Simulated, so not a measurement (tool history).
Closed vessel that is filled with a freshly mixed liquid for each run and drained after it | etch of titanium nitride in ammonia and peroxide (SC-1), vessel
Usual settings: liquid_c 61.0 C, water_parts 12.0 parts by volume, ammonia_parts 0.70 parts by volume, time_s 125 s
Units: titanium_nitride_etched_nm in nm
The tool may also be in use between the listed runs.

run,day,liquid_c,water_parts,ammonia_parts,time_s,wafers since the last listed run,hours since the thermometer was replaced,hours since the ammonia flow meter was replaced,hours since the drum of ammonia solution was connected,hours since the gauge calibration,"read-back film thickness of the titanium nitride reference wafer, read on the same gauge (nm)",titanium_nitride_etched_nm
1,0.000,61.0,12.0,0.70,125,0,857.8,21.8,445.3,258.5,139.98,22.35
2,1.542,61.0,12.0,0.70,125,4800,894.8,58.8,482.3,295.5,139.96,22.29
3,2.817,61.0,12.0,0.70,125,3970,925.4,89.4,512.9,326.1,140.01,22.24
# day 3.229: thermometer replaced
4,4.612,61.0,12.0,0.50,125,5462,33.2,132.5,556.0,369.2,139.96,21.08
# day 5.117: new drum of ammonia solution connected
5,6.804,70.0,17.0,0.70,180,6694,85.8,185.1,40.5,421.8,139.96,47.78
6,12.992,61.0,12.0,0.70,125,19266,234.3,333.6,189.0,570.3,140.03,22.60
7,15.425,70.0,12.0,0.70,125,7576,292.7,392.0,247.4,628.7,139.98,39.91
8,17.688,61.0,7.0,0.60,125,7044,347.0,446.3,301.7,683.0,140.01,28.86
9,20.525,69.5,9.0,0.95,125,8835,415.1,514.4,369.8,751.1,140.02,47.02
# day 21.525: ammonia flow meter replaced
10,23.221,69.5,16.5,0.70,105,8264,479.8,40.7,434.5,815.8,140.00,27.18
11,25.808,57.0,16.0,0.60,165,8056,541.9,102.8,496.6,877.9,140.04,18.86
12,26.971,61.0,7.5,1.00,125,3619,569.8,130.7,524.5,905.8,140.01,29.85
13,28.892,54.0,12.0,0.70,125,5980,615.9,176.8,570.6,951.9,139.96,13.96
14,30.233,61.0,12.0,0.70,125,4177,648.1,209.0,602.8,984.1,140.05,22.36
# day 30.471: new drum of ammonia solution connected
15,32.583,61.0,12.0,0.60,105,7187,704.5,265.4,50.7,1040.5,140.00,18.54
16,33.671,61.0,17.5,1.00,125,3386,730.6,291.5,76.8,1066.6,140.02,19.59
17,36.425,61.0,14.5,0.70,185,8575,796.7,357.6,142.9,1132.7,140.03,30.10
18,38.579,53.5,16.0,0.55,125,6707,848.4,409.3,194.6,1184.4,139.95,11.25
19,39.879,67.5,6.5,0.70,125,4047,879.6,440.5,225.8,1215.6,139.98,46.59
20,41.100,61.0,12.0,0.70,125,3801,908.9,469.8,255.1,1244.9,139.98,22.32
# day 41.296: ammonia flow meter replaced
21,43.492,61.0,12.0,0.70,125,7317,966.3,52.7,312.5,1302.3,140.02,22.48

The next listed run, before its measurement:
22,45.467,66.5,7.5,0.55,80,6149,1013.7,100.1,359.9,1349.7,?,?

{"run 22": {"read-back film thickness of the titanium nitride reference wafer, read on the same gauge (nm)": 140.02, "titanium_nitride_etched_nm": 24.92}}
Without the tool's hidden state the same run would have given titanium_nitride_etched_nm 25.21 nm.

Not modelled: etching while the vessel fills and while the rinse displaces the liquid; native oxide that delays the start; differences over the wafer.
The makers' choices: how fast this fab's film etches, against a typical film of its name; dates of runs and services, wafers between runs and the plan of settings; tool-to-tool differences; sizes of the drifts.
